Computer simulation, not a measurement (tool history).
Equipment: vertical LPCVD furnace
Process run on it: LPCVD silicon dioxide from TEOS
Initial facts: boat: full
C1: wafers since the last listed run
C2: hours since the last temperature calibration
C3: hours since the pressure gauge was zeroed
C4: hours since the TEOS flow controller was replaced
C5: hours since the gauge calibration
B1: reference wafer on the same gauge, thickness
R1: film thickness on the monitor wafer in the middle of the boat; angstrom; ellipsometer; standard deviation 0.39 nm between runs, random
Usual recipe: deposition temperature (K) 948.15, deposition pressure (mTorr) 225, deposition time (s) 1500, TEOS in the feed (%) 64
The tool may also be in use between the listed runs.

run 1 hour=0 | deposition_temperature_(K)=948.15 deposition_pressure_(mTorr)=225 deposition_time_(s)=1500 TEOS_in_the_feed_(%)=64 | C1=0 C2=3220.8 C3=2720.1 C4=4001.3 C5=280.1 | B1=87.43 | R1=819.4
run 2 hour=70.4 | deposition_temperature_(K)=948.15 deposition_pressure_(mTorr)=225 deposition_time_(s)=1500 TEOS_in_the_feed_(%)=64 | C1=1041 C2=3291.2 C3=2790.5 C4=4071.7 C5=350.5 | B1=87.34 | R1=817.5
run 3 hour=117.9 | deposition_temperature_(K)=948.15 deposition_pressure_(mTorr)=185 deposition_time_(s)=1500 TEOS_in_the_feed_(%)=64 | C1=702 C2=3338.7 C3=2838 C4=4119.2 C5=398 | B1=87.49 | R1=747
run 4 hour=154.9 | deposition_temperature_(K)=948.15 deposition_pressure_(mTorr)=185 deposition_time_(s)=1500 TEOS_in_the_feed_(%)=64 | C1=547 C2=3375.7 C3=2875 C4=4156.2 C5=435 | B1=87.38 | R1=747.1
run 5 hour=186.8 | deposition_temperature_(K)=948.15 deposition_pressure_(mTorr)=185 deposition_time_(s)=1500 TEOS_in_the_feed_(%)=64 | C1=471 C2=3407.6 C3=2906.9 C4=4188.1 C5=466.9 | B1=87.39 | R1=747.6
run 6 hour=232.2 | deposition_temperature_(K)=948.15 deposition_pressure_(mTorr)=225 deposition_time_(s)=1170 TEOS_in_the_feed_(%)=64 | C1=671 C2=3453 C3=2952.3 C4=4233.5 C5=512.3 | B1=87.32 | R1=638.8
run 7 hour=263.7 | deposition_temperature_(K)=948.15 deposition_pressure_(mTorr)=225 deposition_time_(s)=1500 TEOS_in_the_feed_(%)=64 | C1=465 C2=3484.5 C3=2983.8 C4=4265 C5=543.8 | B1=87.4 | R1=819.4
-- hour=323.3 TEOS flow controller replaced
run 8 hour=323.8 | deposition_temperature_(K)=948.15 deposition_pressure_(mTorr)=225 deposition_time_(s)=1500 TEOS_in_the_feed_(%)=69 | C1=533 C2=3544.6 C3=3043.9 C4=0.5 C5=603.9 | B1=87.41 | R1=848.9
run 9 hour=339.8 | deposition_temperature_(K)=948.15 deposition_pressure_(mTorr)=225 deposition_time_(s)=1500 TEOS_in_the_feed_(%)=69 | C1=236 C2=3560.6 C3=3059.9 C4=16.5 C5=619.9 | B1=87.45 | R1=850
run 10 hour=388.8 | deposition_temperature_(K)=941.15 deposition_pressure_(mTorr)=240 deposition_time_(s)=1830 TEOS_in_the_feed_(%)=58 | C1=724 C2=3609.6 C3=3108.9 C4=65.5 C5=668.9 | B1=87.27 | R1=831.9
run 11 hour=445.7 | deposition_temperature_(K)=948.15 deposition_pressure_(mTorr)=225 deposition_time_(s)=1500 TEOS_in_the_feed_(%)=64 | C1=841 C2=3666.5 C3=3165.8 C4=122.4 C5=725.8 | B1=87.4 | R1=831.3
run 12 hour=498.5 | deposition_temperature_(K)=948.15 deposition_pressure_(mTorr)=280 deposition_time_(s)=1500 TEOS_in_the_feed_(%)=64 | C1=780 C2=3719.3 C3=3218.6 C4=175.2 C5=778.6 | B1=87.38 | R1=932
run 13 hour=552.9 | deposition_temperature_(K)=948.15 deposition_pressure_(mTorr)=225 deposition_time_(s)=1020 TEOS_in_the_feed_(%)=64 | C1=804 C2=3773.7 C3=3273 C4=229.6 C5=833 | B1=87.34 | R1=558.1
run 14 hour=581.7 | deposition_temperature_(K)=948.15 deposition_pressure_(mTorr)=225 deposition_time_(s)=1500 TEOS_in_the_feed_(%)=64 | C1=425 C2=3802.5 C3=3301.8 C4=258.4 C5=861.8 | B1=87.49 | R1=831
run 15 hour=644.4 | deposition_temperature_(K)=943.15 deposition_pressure_(mTorr)=250 deposition_time_(s)=1500 TEOS_in_the_feed_(%)=67 | C1=927 C2=3865.2 C3=3364.5 C4=321.1 C5=924.5 | B1=87.33 | R1=789
run 16 hour=712.1 | deposition_temperature_(K)=959.15 deposition_pressure_(mTorr)=190 deposition_time_(s)=1770 TEOS_in_the_feed_(%)=55 | C1=1001 C2=3932.9 C3=3432.2 C4=388.8 C5=992.2 | B1=87.45 | R1=1082.5
run 17 hour=736.2 | deposition_temperature_(K)=953.15 deposition_pressure_(mTorr)=280 deposition_time_(s)=930 TEOS_in_the_feed_(%)=76 | C1=356 C2=3957 C3=3456.3 C4=412.9 C5=1016.3 | B1=87.41 | R1=702.7
-- hour=781.5 gauge calibrated
run 18 hour=789.3 | deposition_temperature_(K)=948.15 deposition_pressure_(mTorr)=270 deposition_time_(s)=1290 TEOS_in_the_feed_(%)=53 | C1=785 C2=4010.1 C3=3509.4 C4=466 C5=7.8 | B1=87.44 | R1=718.6
-- hour=845.6 thermocouples replaced and temperature profile calibrated
run 19 hour=931.9 | deposition_temperature_(K)=948.15 deposition_pressure_(mTorr)=225 deposition_time_(s)=1500 TEOS_in_the_feed_(%)=64 | C1=1754 C2=86.3 C3=3652 C4=608.6 C5=150.4 | B1=87.39 | R1=874.4
run 20 hour=994 | deposition_temperature_(K)=944.15 deposition_pressure_(mTorr)=225 deposition_time_(s)=1350 TEOS_in_the_feed_(%)=64 | C1=918 C2=148.4 C3=3714.1 C4=670.7 C5=212.5 | B1=87.36 | R1=710
run 21 hour=1026.3 | deposition_temperature_(K)=948.15 deposition_pressure_(mTorr)=225 deposition_time_(s)=1500 TEOS_in_the_feed_(%)=64 | C1=477 C2=180.7 C3=3746.4 C4=703 C5=244.8 | B1=87.38 | R1=877
-- hour=1070.4 pressure gauge zeroed
run 22 hour=1070.9 | deposition_temperature_(K)=952.15 deposition_pressure_(mTorr)=225 deposition_time_(s)=1500 TEOS_in_the_feed_(%)=64 | C1=304 C2=225.3 C3=0.5 C4=747.6 C5=289.4 | B1=87.5 | R1=953.7
run 23 hour=1118 | deposition_temperature_(K)=948.15 deposition_pressure_(mTorr)=225 deposition_time_(s)=1500 TEOS_in_the_feed_(%)=64 | C1=696 C2=272.4 C3=47.6 C4=794.7 C5=336.5 | B1=87.44 | R1=867.7
run 24 hour=1175.5 | deposition_temperature_(K)=948.15 deposition_pressure_(mTorr)=265 deposition_time_(s)=1500 TEOS_in_the_feed_(%)=64 | C1=850 C2=329.9 C3=105.1 C4=852.2 C5=394 | B1=87.39 | R1=940.3
run 25 hour=1238.7 | deposition_temperature_(K)=948.15 deposition_pressure_(mTorr)=225 deposition_time_(s)=1500 TEOS_in_the_feed_(%)=64 | C1=934 C2=393.1 C3=168.3 C4=915.4 C5=457.2 | B1=87.36 | R1=875.7
-- hour=1304.9 thermocouples replaced and temperature profile calibrated, repeated, since the last time left the tool worse
run 26 hour=1305.4 | deposition_temperature_(K)=948.15 deposition_pressure_(mTorr)=225 deposition_time_(s)=1500 TEOS_in_the_feed_(%)=64 | C1=631 C2=0.5 C3=235 C4=982.1 C5=523.9 | B1=87.42 | R1=776.6
run 27 hour=1358.6 | deposition_temperature_(K)=948.15 deposition_pressure_(mTorr)=225 deposition_time_(s)=1890 TEOS_in_the_feed_(%)=74 | C1=786 C2=53.7 C3=288.2 C4=1035.3 C5=577.1 | B1=87.39 | R1=1048.2
run 28 hour=1397.6 | deposition_temperature_(K)=948.15 deposition_pressure_(mTorr)=260 deposition_time_(s)=1500 TEOS_in_the_feed_(%)=64 | C1=576 C2=92.7 C3=327.2 C4=1074.3 C5=616.1 | B1=87.4 | R1=831.6
run 29 hour=1448.8 | deposition_temperature_(K)=944.15 deposition_pressure_(mTorr)=225 deposition_time_(s)=1110 TEOS_in_the_feed_(%)=56 | C1=757 C2=143.9 C3=378.4 C4=1125.5 C5=667.3 | B1=87.41 | R1=486.7
run 30 hour=1502.3 | deposition_temperature_(K)=960.15 deposition_pressure_(mTorr)=200 deposition_time_(s)=1500 TEOS_in_the_feed_(%)=73 | C1=791 C2=197.4 C3=431.9 C4=1179 C5=720.8 | B1=87.38 | R1=1057.6

Branching from run 30: 5 alternative next runs. What would each branch give?
run A hour=1507.4 | deposition_temperature_(K)=942.15 deposition_pressure_(mTorr)=225 deposition_time_(s)=1500 TEOS_in_the_feed_(%)=64 | C1=75 C2=202.5 C3=437 C4=1184.1 C5=725.9 | B1=? | R1=?
run B hour=1507.4 | deposition_temperature_(K)=955.15 deposition_pressure_(mTorr)=275 deposition_time_(s)=1500 TEOS_in_the_feed_(%)=71 | C1=75 C2=202.5 C3=437 C4=1184.1 C5=725.9 | B1=? | R1=?
run C hour=1507.4 | deposition_temperature_(K)=954.15 deposition_pressure_(mTorr)=195 deposition_time_(s)=1980 TEOS_in_the_feed_(%)=74 | C1=75 C2=202.5 C3=437 C4=1184.1 C5=725.9 | B1=? | R1=?
run D hour=1507.4 | deposition_temperature_(K)=957.15 deposition_pressure_(mTorr)=210 deposition_time_(s)=1830 TEOS_in_the_feed_(%)=56 | C1=75 C2=202.5 C3=437 C4=1184.1 C5=725.9 | B1=? | R1=?
run E hour=1507.4 | deposition_temperature_(K)=948.15 deposition_pressure_(mTorr)=245 deposition_time_(s)=1500 TEOS_in_the_feed_(%)=64 | C1=75 C2=202.5 C3=437 C4=1184.1 C5=725.9 | B1=? | R1=?

run=A B1=87.42 R1=675.8
run=B B1=87.42 R1=1081.6
run=C B1=87.42 R1=1198.1
run=D B1=87.42 R1=1074.6
run=E B1=87.42 R1=817.6
Had the tool no hidden state, the same runs would have come out as:
run=A R1=668.4
run=B R1=1070
run=C R1=1185.3
run=D R1=1063.2
run=E R1=808.7

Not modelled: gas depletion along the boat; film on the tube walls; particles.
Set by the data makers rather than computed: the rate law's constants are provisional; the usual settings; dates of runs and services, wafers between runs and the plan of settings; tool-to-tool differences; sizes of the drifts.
